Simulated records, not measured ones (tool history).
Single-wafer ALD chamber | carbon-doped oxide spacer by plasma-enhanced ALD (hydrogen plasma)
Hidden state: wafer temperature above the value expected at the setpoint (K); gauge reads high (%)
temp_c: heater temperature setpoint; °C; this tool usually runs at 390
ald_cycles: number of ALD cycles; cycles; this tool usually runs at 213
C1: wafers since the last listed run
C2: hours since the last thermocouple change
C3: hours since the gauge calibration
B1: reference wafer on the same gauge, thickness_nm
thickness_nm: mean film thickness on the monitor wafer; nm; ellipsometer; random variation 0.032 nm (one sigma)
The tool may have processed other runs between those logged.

{"run": 1, "hour": 0.0, "temp_c": 390, "ald_cycles": 213, "C1": 0, "C2": 160.1, "C3": 1492, "B1": 11.898, "thickness_nm": 12.838}
{"run": 2, "hour": 50.5, "temp_c": 390, "ald_cycles": 213, "C1": 89, "C2": 210.6, "C3": 1542.5, "B1": 11.892, "thickness_nm": 12.84}
{"run": 3, "hour": 118.0, "temp_c": 390, "ald_cycles": 213, "C1": 119, "C2": 278.1, "C3": 1610, "B1": 11.889, "thickness_nm": 12.796}
{"run": 4, "hour": 175.4, "temp_c": 400, "ald_cycles": 223, "C1": 101, "C2": 335.5, "C3": 1667.4, "B1": 11.882, "thickness_nm": 13.431}
{"run": 5, "hour": 240.1, "temp_c": 400, "ald_cycles": 223, "C1": 114, "C2": 400.2, "C3": 1732.1, "B1": 11.882, "thickness_nm": 13.381}
{"run": 6, "hour": 306.4, "temp_c": 390, "ald_cycles": 213, "C1": 117, "C2": 466.5, "C3": 1798.4, "B1": 11.878, "thickness_nm": 12.83}
{"run": 7, "hour": 352.0, "temp_c": 390, "ald_cycles": 213, "C1": 80, "C2": 512.1, "C3": 1844, "B1": 11.88, "thickness_nm": 12.865}
{"run": 8, "hour": 423.6, "temp_c": 390, "ald_cycles": 213, "C1": 126, "C2": 583.7, "C3": 1915.6, "B1": 11.867, "thickness_nm": 12.812}
{"run": 9, "hour": 473.8, "temp_c": 390, "ald_cycles": 213, "C1": 88, "C2": 633.9, "C3": 1965.8, "B1": 11.859, "thickness_nm": 12.803}
{"run": 10, "hour": 504.2, "temp_c": 390, "ald_cycles": 213, "C1": 53, "C2": 664.3, "C3": 1996.2, "B1": 11.871, "thickness_nm": 12.766}
{"run": 11, "hour": 582.6, "temp_c": 390, "ald_cycles": 227, "C1": 138, "C2": 742.7, "C3": 2074.6, "B1": 11.866, "thickness_nm": 13.611}
{"run": 12, "hour": 639.0, "temp_c": 390, "ald_cycles": 227, "C1": 99, "C2": 799.1, "C3": 2131, "B1": 11.854, "thickness_nm": 13.603}
{"hour": 642.4, "done": "gauge calibrated"}
{"run": 13, "hour": 696.6, "temp_c": 396, "ald_cycles": 213, "C1": 101, "C2": 856.7, "C3": 54.2, "B1": 11.975, "thickness_nm": 12.898}
{"run": 14, "hour": 727.8, "temp_c": 396, "ald_cycles": 213, "C1": 55, "C2": 887.9, "C3": 85.4, "B1": 11.971, "thickness_nm": 12.876}
{"run": 15, "hour": 759.6, "temp_c": 390, "ald_cycles": 182, "C1": 56, "C2": 919.7, "C3": 117.2, "B1": 11.978, "thickness_nm": 11.004}
{"run": 16, "hour": 814.4, "temp_c": 381, "ald_cycles": 213, "C1": 96, "C2": 974.5, "C3": 172, "B1": 11.972, "thickness_nm": 12.873}
{"run": 17, "hour": 880.8, "temp_c": 390, "ald_cycles": 213, "C1": 117, "C2": 1040.9, "C3": 238.4, "B1": 11.967, "thickness_nm": 12.957}
{"run": 18, "hour": 915.9, "temp_c": 390, "ald_cycles": 213, "C1": 62, "C2": 1076, "C3": 273.5, "B1": 11.972, "thickness_nm": 12.935}
{"run": 19, "hour": 977.7, "temp_c": 380, "ald_cycles": 233, "C1": 109, "C2": 1137.8, "C3": 335.3, "B1": 11.958, "thickness_nm": 14.14}
{"run": 20, "hour": 1038.1, "temp_c": 377, "ald_cycles": 242, "C1": 106, "C2": 1198.2, "C3": 395.7, "B1": 11.958, "thickness_nm": 14.696}
{"run": 21, "hour": 1101.3, "temp_c": 390, "ald_cycles": 227, "C1": 111, "C2": 1261.4, "C3": 458.9, "B1": 11.955, "thickness_nm": 13.788}
{"run": 22, "hour": 1145.4, "temp_c": 390, "ald_cycles": 213, "C1": 77, "C2": 1305.5, "C3": 503, "B1": 11.954, "thickness_nm": 12.888}
{"run": 23, "hour": 1177.7, "temp_c": 381, "ald_cycles": 250, "C1": 57, "C2": 1337.8, "C3": 535.3, "B1": 11.953, "thickness_nm": 15.117}
{"hour": 1238.6, "done": "thermocouple changed; heater temperature recalibrated"}
{"run": 24, "hour": 1239.3, "temp_c": 390, "ald_cycles": 213, "C1": 94, "C2": 0.7, "C3": 596.9, "B1": 11.944, "thickness_nm": 12.841}
{"run": 25, "hour": 1283.0, "temp_c": 382, "ald_cycles": 252, "C1": 77, "C2": 44.4, "C3": 640.6, "B1": 11.943, "thickness_nm": 15.214}
{"run": 26, "hour": 1348.1, "temp_c": 390, "ald_cycles": 213, "C1": 115, "C2": 109.5, "C3": 705.7, "B1": 11.938, "thickness_nm": 12.841}
{"run": 27, "hour": 1413.2, "temp_c": 405, "ald_cycles": 188, "C1": 115, "C2": 174.6, "C3": 770.8, "B1": 11.933, "thickness_nm": 11.239}
{"run": 28, "hour": 1474.5, "temp_c": 405, "ald_cycles": 251, "C1": 108, "C2": 235.9, "C3": 832.1, "B1": 11.931, "thickness_nm": 15.004}
{"run": 29, "hour": 1519.0, "temp_c": 390, "ald_cycles": 213, "C1": 78, "C2": 280.4, "C3": 876.6, "B1": 11.937, "thickness_nm": 12.832}
{"run": 30, "hour": 1572.1, "temp_c": 399, "ald_cycles": 229, "C1": 93, "C2": 333.5, "C3": 929.7, "B1": 11.924, "thickness_nm": 13.83}
{"run": 31, "hour": 1637.1, "temp_c": 397, "ald_cycles": 232, "C1": 114, "C2": 398.5, "C3": 994.7, "B1": 11.927, "thickness_nm": 14.022}
{"run": 32, "hour": 1668.9, "temp_c": 390, "ald_cycles": 175, "C1": 56, "C2": 430.3, "C3": 1026.5, "B1": 11.925, "thickness_nm": 10.512}
{"run": 33, "hour": 1705.1, "temp_c": 400, "ald_cycles": 241, "C1": 64, "C2": 466.5, "C3": 1062.7, "B1": 11.92, "thickness_nm": 14.499}
{"run": 34, "hour": 1756.3, "temp_c": 390, "ald_cycles": 213, "C1": 90, "C2": 517.7, "C3": 1113.9, "B1": 11.915, "thickness_nm": 12.873}
{"run": 35, "hour": 1813.6, "temp_c": 396, "ald_cycles": 232, "C1": 101, "C2": 575, "C3": 1171.2, "B1": 11.912, "thickness_nm": 14.036}
{"run": 36, "hour": 1849.7, "temp_c": 390, "ald_cycles": 213, "C1": 63, "C2": 611.1, "C3": 1207.3, "B1": 11.918, "thickness_nm": 12.836}
{"run": 37, "hour": 1910.9, "temp_c": 390, "ald_cycles": 213, "C1": 108, "C2": 672.3, "C3": 1268.5, "B1": 11.911, "thickness_nm": 12.857}
{"run": 38, "hour": 2040.4, "temp_c": 377, "ald_cycles": 213, "C1": 229, "C2": 801.8, "C3": 1398, "B1": 11.901, "thickness_nm": 12.849}

Forecast each of these 5 alternatives for the next run:
{"run": "A", "hour": 2041.1, "temp_c": 390, "ald_cycles": 213, "C1": 1, "C2": 802.5, "C3": 1398.7, "B1": "?", "thickness_nm": "?"}
{"run": "B", "hour": 2041.1, "temp_c": 382, "ald_cycles": 249, "C1": 1, "C2": 802.5, "C3": 1398.7, "B1": "?", "thickness_nm": "?"}
{"run": "C", "hour": 2041.1, "temp_c": 375, "ald_cycles": 213, "C1": 1, "C2": 802.5, "C3": 1398.7, "B1": "?", "thickness_nm": "?"}
{"run": "D", "hour": 2041.1, "temp_c": 399, "ald_cycles": 177, "C1": 1, "C2": 802.5, "C3": 1398.7, "B1": "?", "thickness_nm": "?"}
{"run": "E", "hour": 2041.1, "temp_c": 402, "ald_cycles": 246, "C1": 1, "C2": 802.5, "C3": 1398.7, "B1": "?", "thickness_nm": "?"}

run=A B1=11.901 thickness_nm=12.788
run=B B1=11.901 thickness_nm=14.95
run=C B1=11.901 thickness_nm=12.788
run=D B1=11.901 thickness_nm=10.627
run=E B1=11.901 thickness_nm=14.717
Without the tool's hidden state the same runs would have given:
run=A thickness_nm=12.895
run=B thickness_nm=15.075
run=C thickness_nm=12.895
run=D thickness_nm=10.716
run=E thickness_nm=14.84
